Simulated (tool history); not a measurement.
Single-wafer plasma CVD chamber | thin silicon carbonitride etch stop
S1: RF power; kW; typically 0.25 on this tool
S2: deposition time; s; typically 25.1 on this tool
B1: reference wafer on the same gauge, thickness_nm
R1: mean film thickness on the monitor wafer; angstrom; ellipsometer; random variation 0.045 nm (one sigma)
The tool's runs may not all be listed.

run 1 hour=0 | S1=0.25 S2=24 | B1=13.317 | R1=136.99
run 2 hour=15 | S1=0.25 S2=24 | B1=13.285 | R1=136.81
run 3 hour=30.9 | S1=0.27 S2=25.1 | B1=13.286 | R1=149.34
run 4 hour=44.9 | S1=0.27 S2=25.1 | B1=13.286 | R1=148.23
run 5 hour=53.4 | S1=0.27 S2=25.1 | B1=13.304 | R1=148.7
run 6 hour=65.2 | S1=0.25 S2=25.1 | B1=13.304 | R1=142.87
run 7 hour=80 | S1=0.25 S2=25.1 | B1=13.274 | R1=143.42
run 8 hour=94.1 | S1=0.25 S2=25.1 | B1=13.285 | R1=143.12
run 9 hour=104.3 | S1=0.25 S2=25.1 | B1=13.319 | R1=143.18
run 10 hour=116.4 | S1=0.25 S2=25.1 | B1=13.298 | R1=142.52
run 11 hour=133.3 | S1=0.25 S2=25.1 | B1=13.308 | R1=143.02
-- hour=157.1 RF generator calibrated
run 12 hour=157.6 | S1=0.25 S2=25.1 | B1=13.305 | R1=140
run 13 hour=165.3 | S1=0.29 S2=25.1 | B1=13.28 | R1=150.34
-- hour=172.7 gauge calibrated
run 14 hour=174.3 | S1=0.25 S2=25.1 | B1=13.295 | R1=139.15
run 15 hour=181.6 | S1=0.25 S2=25.1 | B1=13.312 | R1=139.52
run 16 hour=194.6 | S1=0.25 S2=29.4 | B1=13.293 | R1=163.2
run 17 hour=209.9 | S1=0.235 S2=25.1 | B1=13.298 | R1=134.83
run 18 hour=219.5 | S1=0.22 S2=25.1 | B1=13.288 | R1=129.91
-- hour=241.2 RF generator calibrated, repeated, since the last time left the tool worse
run 19 hour=243.9 | S1=0.25 S2=21.8 | B1=13.286 | R1=128.56
run 20 hour=254.1 | S1=0.25 S2=25.1 | B1=13.294 | R1=147.03
run 21 hour=263.8 | S1=0.25 S2=23.4 | B1=13.297 | R1=136.89
run 22 hour=272.7 | S1=0.25 S2=25.1 | B1=13.299 | R1=147.47
run 23 hour=289.3 | S1=0.215 S2=27.2 | B1=13.288 | R1=146.61
-- hour=303.2 thermocouple changed; heater temperature recalibrated
run 24 hour=303.7 | S1=0.22 S2=26.5 | B1=13.309 | R1=145.44
-- hour=312.6 showerhead replaced
run 25 hour=313.1 | S1=0.25 S2=25.1 | B1=13.291 | R1=146.63
run 26 hour=313.4 | S1=0.25 S2=25.1 | B1=13.297 | R1=147.65
run 27 hour=323.5 | S1=0.25 S2=25.1 | B1=13.31 | R1=146.83
run 28 hour=337.1 | S1=0.23 S2=27.7 | B1=13.319 | R1=156.41
run 29 hour=344.9 | S1=0.25 S2=23.4 | B1=13.293 | R1=137.09
run 30 hour=356.8 | S1=0.285 S2=29.3 | B1=13.301 | R1=183.54
run 31 hour=370.3 | S1=0.25 S2=29.5 | B1=13.313 | R1=172.66
run 32 hour=379.7 | S1=0.25 S2=25.1 | B1=13.291 | R1=147.52
run 33 hour=394.7 | S1=0.205 S2=29.3 | B1=13.289 | R1=153.35
run 34 hour=409.2 | S1=0.27 S2=25.1 | B1=13.302 | R1=153.29
run 35 hour=423.7 | S1=0.25 S2=22.6 | B1=13.326 | R1=132.8
run 36 hour=438.3 | S1=0.25 S2=22.1 | B1=13.298 | R1=129.45

Table of differences, measured result less the result of that run with no hidden state. Run-to-run variation is the same in both. Gauge scatter possibly is not:
Hidden conditions of the tool in this case: wafer temperature above the value expected at the setpoint (K); delivered RF power above the setpoint (%); gauge reads high (%).
run=1 R1=-3.83
run=2 R1=-3.88
run=3 R1=-4.28
run=4 R1=-4.3
run=5 R1=-4.34
run=6 R1=-4.21
run=7 R1=-4.28
run=8 R1=-4.31
run=9 R1=-4.35
run=10 R1=-4.36
run=11 R1=-4.44
run=12 R1=-8.12
run=13 R1=-8.74
run=14 R1=-8.12
run=15 R1=-8.18
run=16 R1=-9.61
run=17 R1=-8
run=18 R1=-7.74
run=19 R1=-0.02
run=20 R1=-0.05
run=21 R1=-0.07
run=22 R1=-0.11
run=23 R1=-0.16
run=24 R1=-0.2
run=25 R1=-0.23
run=26 R1=-0.23
run=27 R1=-0.26
run=28 R1=-0.32
run=29 R1=-0.3
run=30 R1=-0.45
run=31 R1=-0.47
run=32 R1=-0.43
run=33 R1=-0.49
run=34 R1=-0.54
run=35 R1=-0.5
run=36 R1=-0.53
